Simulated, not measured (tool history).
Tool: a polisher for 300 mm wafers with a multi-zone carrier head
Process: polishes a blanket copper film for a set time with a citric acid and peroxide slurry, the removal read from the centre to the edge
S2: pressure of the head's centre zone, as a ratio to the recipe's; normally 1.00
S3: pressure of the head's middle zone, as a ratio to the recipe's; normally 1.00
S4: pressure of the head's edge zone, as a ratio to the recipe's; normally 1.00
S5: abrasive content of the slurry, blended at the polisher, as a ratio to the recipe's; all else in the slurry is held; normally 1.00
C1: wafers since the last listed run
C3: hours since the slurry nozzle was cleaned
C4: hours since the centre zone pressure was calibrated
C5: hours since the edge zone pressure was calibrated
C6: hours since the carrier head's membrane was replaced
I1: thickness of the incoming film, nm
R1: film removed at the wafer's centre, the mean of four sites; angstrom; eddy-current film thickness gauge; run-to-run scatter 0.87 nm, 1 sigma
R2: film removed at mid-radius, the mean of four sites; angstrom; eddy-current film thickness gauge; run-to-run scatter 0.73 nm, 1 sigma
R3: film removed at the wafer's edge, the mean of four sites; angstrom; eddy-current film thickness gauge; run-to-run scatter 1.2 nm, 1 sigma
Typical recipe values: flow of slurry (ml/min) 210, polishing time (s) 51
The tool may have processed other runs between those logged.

run 1 hour=0.0 | flow_of_slurry_(ml/min)=210 S2=1.00 S3=1.00 S4=1.00 S5=1.00 polishing_time_(s)=51 | C1=0 wafers_polished_on_this_pad=1314 C3=620.6 C4=480.1 C5=465.4 C6=1638.2 | I1=653.6 | R1=748 R2=746 R3=763
-- hour=44.2 carrier head's membrane replaced by a new one
run 2 hour=71.9 | flow_of_slurry_(ml/min)=210 S2=0.92 S3=1.00 S4=1.00 S5=1.00 polishing_time_(s)=51 | C1=926 wafers_polished_on_this_pad=2241 C3=692.5 C4=552.0 C5=537.3 C6=27.7 | I1=639.4 | R1=675 R2=734 R3=741
-- hour=105.7 edge zone pressure recalibrated
run 3 hour=129.4 | flow_of_slurry_(ml/min)=210 S2=1.00 S3=1.00 S4=0.89 S5=1.10 polishing_time_(s)=33 | C1=768 wafers_polished_on_this_pad=3009 C3=750.0 C4=609.5 C5=23.7 C6=85.2 | I1=646.3 | R1=471 R2=477 R3=456
-- hour=146.8 slurry nozzle cleaned
-- hour=152.9 centre zone pressure recalibrated
run 4 hour=170.2 | flow_of_slurry_(ml/min)=155 S2=1.00 S3=0.90 S4=1.11 S5=1.00 polishing_time_(s)=56 | C1=523 wafers_polished_on_this_pad=3533 C3=23.4 C4=17.3 C5=64.5 C6=126.0 | I1=645.0 | R1=722 R2=688 R3=807
run 5 hour=200.9 | flow_of_slurry_(ml/min)=210 S2=1.00 S3=0.92 S4=1.00 S5=1.20 polishing_time_(s)=45 | C1=425 wafers_polished_on_this_pad=3958 C3=54.1 C4=48.0 C5=95.2 C6=156.7 | I1=648.1 | R1=646 R2=611 R3=664
run 6 hour=229.1 | flow_of_slurry_(ml/min)=210 S2=1.00 S3=1.00 S4=1.00 S5=1.00 polishing_time_(s)=51 | C1=390 wafers_polished_on_this_pad=4349 C3=82.3 C4=76.2 C5=123.4 C6=184.9 | I1=642.3 | R1=685 R2=687 R3=712
run 7 hour=291.6 | flow_of_slurry_(ml/min)=210 S2=1.04 S3=1.00 S4=1.00 S5=1.00 polishing_time_(s)=51 | C1=865 wafers_polished_on_this_pad=5214 C3=144.8 C4=138.7 C5=185.9 C6=247.4 | I1=649.8 | R1=693 R2=652 R3=687
-- hour=330.0 worn pad replaced by a new one
run 8 hour=342.1 | flow_of_slurry_(ml/min)=210 S2=1.00 S3=1.00 S4=1.00 S5=0.90 polishing_time_(s)=51 | C1=643 wafers_polished_on_this_pad=167 C3=195.3 C4=189.2 C5=236.4 C6=297.9 | I1=648.1 | R1=732 R2=743 R3=760
run 9 hour=384.5 | flow_of_slurry_(ml/min)=210 S2=1.00 S3=1.00 S4=1.00 S5=1.00 polishing_time_(s)=38 | C1=587 wafers_polished_on_this_pad=754 C3=237.7 C4=231.6 C5=278.8 C6=340.3 | I1=641.5 | R1=549 R2=555 R3=567
run 10 hour=433.1 | flow_of_slurry_(ml/min)=210 S2=1.00 S3=1.00 S4=1.00 S5=1.10 polishing_time_(s)=51 | C1=673 wafers_polished_on_this_pad=1428 C3=286.3 C4=280.2 C5=327.4 C6=388.9 | I1=651.7 | R1=755 R2=744 R3=762
run 11 hour=461.7 | flow_of_slurry_(ml/min)=210 S2=1.00 S3=1.00 S4=1.00 S5=1.00 polishing_time_(s)=51 | C1=396 wafers_polished_on_this_pad=1824 C3=314.9 C4=308.8 C5=356.0 C6=417.5 | I1=654.0 | R1=731 R2=745 R3=756
run 12 hour=492.3 | flow_of_slurry_(ml/min)=210 S2=1.00 S3=1.00 S4=1.00 S5=1.00 polishing_time_(s)=51 | C1=423 wafers_polished_on_this_pad=2247 C3=345.5 C4=339.4 C5=386.6 C6=448.1 | I1=650.5 | R1=737 R2=726 R3=742
run 13 hour=553.9 | flow_of_slurry_(ml/min)=260 S2=0.91 S3=1.00 S4=0.93 S5=1.00 polishing_time_(s)=46 | C1=853 wafers_polished_on_this_pad=3100 C3=407.1 C4=401.0 C5=448.2 C6=509.7 | I1=648.4 | R1=598 R2=678 R3=668
run 14 hour=579.0 | flow_of_slurry_(ml/min)=210 S2=1.00 S3=0.92 S4=1.00 S5=1.20 polishing_time_(s)=45 | C1=347 wafers_polished_on_this_pad=3448 C3=432.2 C4=426.1 C5=473.3 C6=534.8 | I1=655.6 | R1=653 R2=629 R3=668
-- hour=620.7 edge zone pressure recalibrated
run 15 hour=633.8 | flow_of_slurry_(ml/min)=140 S2=1.00 S3=0.91 S4=0.95 S5=1.15 polishing_time_(s)=51 | C1=731 wafers_polished_on_this_pad=4179 C3=487.0 C4=480.9 C5=13.1 C6=589.6 | I1=646.4 | R1=657 R2=613 R3=665
run 16 hour=679.7 | flow_of_slurry_(ml/min)=140 S2=1.00 S3=1.00 S4=1.00 S5=1.00 polishing_time_(s)=51 | C1=635 wafers_polished_on_this_pad=4815 C3=532.9 C4=526.8 C5=59.0 C6=635.5 | I1=642.9 | R1=625 R2=623 R3=667
-- hour=728.3 slurry nozzle cleaned
run 17 hour=732.6 | flow_of_slurry_(ml/min)=210 S2=1.11 S3=1.00 S4=1.00 S5=1.00 polishing_time_(s)=51 | C1=718 wafers_polished_on_this_pad=5534 C3=4.3 C4=579.7 C5=111.9 C6=688.4 | I1=657.3 | R1=724 R2=650 R3=665
-- hour=763.0 centre zone pressure recalibrated
-- hour=765.0 worn pad replaced by a new one
run 18 hour=776.2 | flow_of_slurry_(ml/min)=210 S2=1.00 S3=1.00 S4=0.94 S5=0.80 polishing_time_(s)=38 | C1=549 wafers_polished_on_this_pad=155 C3=47.9 C4=13.2 C5=155.5 C6=732.0 | I1=653.4 | R1=543 R2=538 R3=539
run 19 hour=812.0 | flow_of_slurry_(ml/min)=210 S2=1.00 S3=1.00 S4=1.00 S5=1.00 polishing_time_(s)=51 | C1=495 wafers_polished_on_this_pad=651 C3=83.7 C4=49.0 C5=191.3 C6=767.8 | I1=639.0 | R1=752 R2=754 R3=769
run 20 hour=848.4 | flow_of_slurry_(ml/min)=210 S2=1.00 S3=1.00 S4=1.05 S5=1.00 polishing_time_(s)=51 | C1=504 wafers_polished_on_this_pad=1155 C3=120.1 C4=85.4 C5=227.7 C6=804.2 | I1=653.0 | R1=753 R2=741 R3=797

Run 21 is up next; what results do you expect?
run 21 hour=878.0 | flow_of_slurry_(ml/min)=210 S2=1.00 S3=1.00 S4=1.09 S5=1.00 polishing_time_(s)=51 | C1=409 wafers_polished_on_this_pad=1565 C3=149.7 C4=115.0 C5=257.3 C6=833.8 | I1=636.6 | R1=? R2=? R3=?

Run 21 gave R1 750 angstrom, R2 735 angstrom, R3 798 angstrom.
Without the tool's hidden state the same run would have given R1 763 angstrom, R2 748 angstrom, R3 811 angstrom.
